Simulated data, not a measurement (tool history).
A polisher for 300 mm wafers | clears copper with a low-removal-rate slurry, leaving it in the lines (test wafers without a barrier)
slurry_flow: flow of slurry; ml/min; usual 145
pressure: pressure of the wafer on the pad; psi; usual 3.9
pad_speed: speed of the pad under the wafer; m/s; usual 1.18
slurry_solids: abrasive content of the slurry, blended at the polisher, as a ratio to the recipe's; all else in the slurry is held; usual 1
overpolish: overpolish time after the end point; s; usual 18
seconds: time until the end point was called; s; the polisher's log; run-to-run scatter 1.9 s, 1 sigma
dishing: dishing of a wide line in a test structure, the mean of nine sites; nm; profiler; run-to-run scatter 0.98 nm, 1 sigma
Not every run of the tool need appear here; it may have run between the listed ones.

run,hour,slurry_flow,pressure,pad_speed,slurry_solids,overpolish,"incoming thickness of the incoming film, nm",seconds,dishing
1,0,145,3.9,1.18,0.95,18,747,196.2,50.1
2,74.5,145,2.9,1.18,1.1,18,726.9,249.9,37.8
3,154.7,145,2.9,1.18,1.1,18,749.1,263.6,36.4
# hour 173.9: head pressure recalibrated
# hour 181.2: slurry blender recalibrated
4,257.9,125,3.9,1.18,0.75,18,728.1,209.7,46.4
5,353,125,3.9,1.54,1.3,23,747.3,153.7,72.7
6,419.8,145,3.9,1.18,1,13,742.2,203.2,34.7
7,503.5,145,4.3,1.18,1.1,14,733.4,180.1,41.7
8,608.4,145,3.9,1.04,1,18,736,226.3,42.8
# hour 712.6: worn pad replaced by a new one
# hour 778.7: slurry nozzle cleaned
9,835.9,125,4.5,1.46,1,18,741.2,140.4,62.4
10,887.9,145,3.9,1.18,1,18,734.2,194.1,50
11,957,145,2.7,0.76,0.8,14,743,457.8,18.3
12,1019.8,110,2.8,1.18,0.75,18,741.3,310.7,32.6
13,1063.7,145,3.9,1.18,1.1,22,740.2,197.3,57.2
# hour 1115.7: slurry blender recalibrated
14,1171.4,145,3.9,1.18,1,18,736.2,198.7,48.2
15,1208.5,190,4.6,0.9,0.8,18,738.6,217.6,43.5
16,1245.5,110,2.7,1.18,0.7,18,740.6,323.6,29.5
# hour 1261.9: head pressure recalibrated
17,1289.9,145,3.9,1.18,0.75,14,743.9,210.8,36.5
18,1361,145,2.9,1.18,1,18,740.6,273.6,34.7
19,1443.4,145,3.9,1.18,1,18,739.3,204.5,45.9
# hour 1476.3: worn pad replaced by a new one
# hour 1507.8: slurry nozzle cleaned
20,1549.6,145,3.9,1.18,1,18,735.2,194.6,50.3
21,1633.7,145,3.9,1.18,1,18,743.9,196.4,46.4
22,1893,180,4.8,1.18,1,18,748.5,154,58.7
23,1968.8,185,3.9,1.18,1,18,740.3,191.6,47.8
24,2020.1,100,3.9,1.36,1.2,18,754.4,189.7,51.2
# hour 2075.3: slurry blender recalibrated
25,2081.1,105,2.8,1.18,1.25,26,738.2,291.8,45.9
26,2178.2,145,2.7,1.6,1,15,732.6,216,35
# hour 2264.7: worn pad replaced by a new one
27,2274,185,3.9,1.28,1,10,746.6,168.5,32.7
# hour 2314.1: head pressure recalibrated
28,2373.9,145,3,1.18,1.25,25,734.9,247,52.9
# hour 2453.6: slurry nozzle cleaned
29,2471.6,110,3.9,1.18,1,15,741.3,207.2,39.1

Here are 3 independent what-if runs from the current tool condition. What would each one return?
A,2472.1,145,3.9,1.18,1,18,739.8,?,?
B,2472.1,130,3.9,1.18,1,25,739.8,?,?
C,2472.1,145,4.9,1.52,0.85,18,739.8,?,?

run,seconds,dishing
A,195.3,48.5
B,199.8,62.8
C,123.3,72.3
With the hidden condition removed and each run's random variation left untouched, the same runs would have given:
run,seconds,dishing
A,191.6,49.4
B,196,63.8
C,120.9,73.5

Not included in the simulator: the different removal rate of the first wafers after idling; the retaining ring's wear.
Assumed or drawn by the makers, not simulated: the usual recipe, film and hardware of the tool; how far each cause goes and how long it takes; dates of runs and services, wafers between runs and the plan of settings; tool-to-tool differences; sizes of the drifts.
